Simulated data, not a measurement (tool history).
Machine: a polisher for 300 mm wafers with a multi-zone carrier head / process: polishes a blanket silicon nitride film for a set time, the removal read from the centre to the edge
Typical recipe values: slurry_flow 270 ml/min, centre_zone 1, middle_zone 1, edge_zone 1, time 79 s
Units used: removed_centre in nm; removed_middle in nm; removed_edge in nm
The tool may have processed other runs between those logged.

| run | day | slurry_flow | centre_zone | middle_zone | edge_zone | time | wafers since the last listed run | wafers polished on this pad | hours since the slurry nozzle was cleaned | hours since the centre zone pressure was calibrated | hours since the edge zone pressure was calibrated | hours since the carrier head's membrane was replaced | incoming thickness of the incoming film, nm | removed_centre | removed_middle | removed_edge |
|---|---|---|---|---|---|---|---|---|---|---|---|---|---|---|---|---|
| 1 | 0 | 270 | 1 | 1 | 1 | 79 | 0 | 696 | 545.8 | 1427.4 | 262.4 | 1669.5 | 831.8 | 127.1 | 131.5 | 125.5 |
| 2 | 1.308 | 270 | 1 | 1 | 1 | 79 | 313 | 1009 | 577.2 | 1458.8 | 293.8 | 1700.9 | 821.8 | 124.7 | 133.1 | 124.7 |
|  | 1.512 | worn pad replaced by a new one |
| 3 | 3.546 | 245 | 1 | 1 | 1 | 79 | 495 | 486 | 630.9 | 1512.5 | 347.5 | 1754.6 | 830 | 127.4 | 129.8 | 124.5 |
| 4 | 4.496 | 205 | 1 | 1 | 1 | 79 | 227 | 714 | 653.7 | 1535.3 | 370.3 | 1777.4 | 824.6 | 124.8 | 131.7 | 122.7 |
|  | 5.438 | centre zone pressure recalibrated |
| 5 | 5.629 | 270 | 1 | 1 | 1.09 | 79 | 251 | 965 | 680.9 | 4.6 | 397.5 | 1804.6 | 830.8 | 125.1 | 126.1 | 128.4 |
|  | 6.296 | worn pad replaced by a new one |
| 6 | 6.342 | 270 | 1 | 1 | 1.09 | 79 | 130 | 11 | 698 | 21.7 | 414.6 | 1821.7 | 836.9 | 130.1 | 134.3 | 134.9 |
| 7 | 7.242 | 270 | 1 | 1 | 1.09 | 79 | 215 | 226 | 719.6 | 43.3 | 436.2 | 1843.3 | 826.9 | 130.5 | 134 | 134.2 |
| 8 | 8.029 | 230 | 1 | 1 | 1 | 79 | 188 | 415 | 738.5 | 62.2 | 455.1 | 1862.2 | 835.8 | 126.2 | 132.2 | 127.7 |
| 9 | 9.467 | 230 | 1 | 1 | 1 | 79 | 344 | 759 | 773 | 96.7 | 489.6 | 1896.7 | 825.9 | 124.9 | 131.4 | 123.3 |
| 10 | 10.35 | 270 | 1 | 1 | 1 | 79 | 211 | 970 | 794.2 | 117.9 | 510.8 | 1917.9 | 827.9 | 125.9 | 127.8 | 124.3 |
|  | 10.817 | edge zone pressure recalibrated |
|  | 11.288 | worn pad replaced by a new one |
| 11 | 11.6 | 270 | 1 | 1 | 1.09 | 79 | 239 | 75 | 824.2 | 147.9 | 18.8 | 1947.9 | 834.3 | 130 | 134.9 | 134.8 |
|  | 12.471 | slurry nozzle cleaned |
| 12 | 12.988 | 210 | 1.11 | 1 | 1 | 79 | 322 | 397 | 12.4 | 181.2 | 52.1 | 1981.2 | 826.3 | 140.5 | 127.8 | 126.3 |
| 13 | 13.575 | 190 | 1.05 | 1 | 1 | 79 | 140 | 538 | 26.5 | 195.3 | 66.2 | 1995.3 | 832.4 | 131.3 | 125.9 | 124.7 |
|  | 13.825 | carrier head's membrane replaced by a new one |
| 14 | 14.879 | 270 | 1.08 | 1 | 1 | 93 | 262 | 800 | 57.8 | 226.6 | 97.5 | 25.3 | 838.1 | 160.8 | 153.9 | 147.9 |
| 15 | 16.146 | 205 | 0.91 | 1.04 | 1 | 79 | 303 | 1103 | 88.2 | 257 | 127.9 | 55.7 | 835.3 | 112 | 127.5 | 123.7 |
|  | 16.654 | worn pad replaced by a new one |
| 16 | 16.762 | 270 | 1 | 1 | 1.06 | 79 | 107 | 26 | 103 | 271.8 | 142.7 | 70.5 | 833.7 | 131 | 132.5 | 133.1 |
| 17 | 17.512 | 270 | 1.08 | 1 | 1 | 79 | 179 | 205 | 121 | 289.8 | 160.7 | 88.5 | 839.3 | 139.5 | 131.4 | 127.9 |
| 18 | 18.558 | 240 | 1.1 | 1 | 1 | 79 | 250 | 456 | 146.1 | 314.9 | 185.8 | 113.6 | 834 | 141.2 | 131.1 | 126.2 |
| 19 | 19.262 | 270 | 0.91 | 1.07 | 1.05 | 68 | 168 | 624 | 163 | 331.8 | 202.7 | 130.5 | 833 | 98.5 | 120.8 | 110.6 |
| 20 | 20.333 | 270 | 1 | 1 | 1.09 | 79 | 256 | 881 | 188.7 | 357.5 | 228.4 | 156.2 | 813.2 | 126.8 | 130.1 | 132.5 |
|  | 20.954 | worn pad replaced by a new one |
| 21 | 21.179 | 270 | 1 | 1 | 1 | 79 | 162 | 53 | 209 | 377.8 | 248.7 | 176.5 | 813 | 130.6 | 135.9 | 129.3 |
| 22 | 22.133 | 195 | 1.11 | 1 | 1.08 | 103 | 228 | 281 | 231.9 | 400.7 | 271.6 | 199.4 | 842.3 | 182.3 | 169.6 | 169 |

For each entry between runs, how does the tool's hidden state at the last listed run before it compare with that at the first listed run after it?
In the gap between runs 2 and 3: worn pad replaced by a new one (day 1.512)
  removal rate lost through wear of the pad, %: 3.86 -> 2.31
  difference, measured minus the result without the unlogged condition, removed_centre: -5 -> -3 nm; removed_middle: -5.3 -> -3.1 nm; removed_edge: -5 -> -3 nm
In the gap between runs 4 and 5: centre zone pressure recalibrated (day 5.438)
  removal rate lost through wear of the pad, %: 3.15 -> 4.14
  difference, measured minus the result without the unlogged condition, removed_centre: -4 -> -5.4 nm; removed_middle: -4.2 -> -5.5 nm; removed_edge: -4 -> -5.6 nm
In the gap between runs 5 and 6: worn pad replaced by a new one (day 6.296)
  removal rate lost through wear of the pad, %: 4.14 -> 0.328
  difference, measured minus the result without the unlogged condition, removed_centre: -5.4 -> -0.5 nm; removed_middle: -5.5 -> -0.4 nm; removed_edge: -5.6 -> -0.4 nm
In the gap between runs 10 and 11: edge zone pressure recalibrated (day 10.817); worn pad replaced by a new one (day 11.288)
  removal rate lost through wear of the pad, %: 3.85 -> 0.628
  difference, measured minus the result without the unlogged condition, removed_centre: -5 -> -0.8 nm; removed_middle: -5.1 -> -0.8 nm; removed_edge: -4.9 -> -0.8 nm
In the gap between runs 11 and 12: slurry nozzle cleaned (day 12.471)
  removal rate lost through wear of the pad, %: 0.628 -> 1.85
  difference, measured minus the result without the unlogged condition, removed_centre: -0.8 -> -2.7 nm; removed_middle: -0.8 -> -2.4 nm; removed_edge: -0.8 -> -2.4 nm
In the gap between runs 13 and 14: carrier head's membrane replaced by a new one (day 13.825)
  removal rate lost through wear of the pad, %: 2.36 -> 3.51
  difference, measured minus the result without the unlogged condition, removed_centre: -3.2 -> -5.9 nm; removed_middle: -3.1 -> -5.6 nm; removed_edge: -3 -> -5.4 nm
In the gap between runs 15 and 16: worn pad replaced by a new one (day 16.654)
  removal rate lost through wear of the pad, %: 4.62 -> 0.29
  difference, measured minus the result without the unlogged condition, removed_centre: -5.5 -> -0.4 nm; removed_middle: -6.2 -> -0.4 nm; removed_edge: -6 -> -0.3 nm
In the gap between runs 20 and 21: worn pad replaced by a new one (day 20.954)
  removal rate lost through wear of the pad, %: 3.43 -> 0.435
  difference, measured minus the result without the unlogged condition, removed_centre: -4.5 -> -0.5 nm; removed_middle: -4.6 -> -0.6 nm; removed_edge: -4.7 -> -0.6 nm
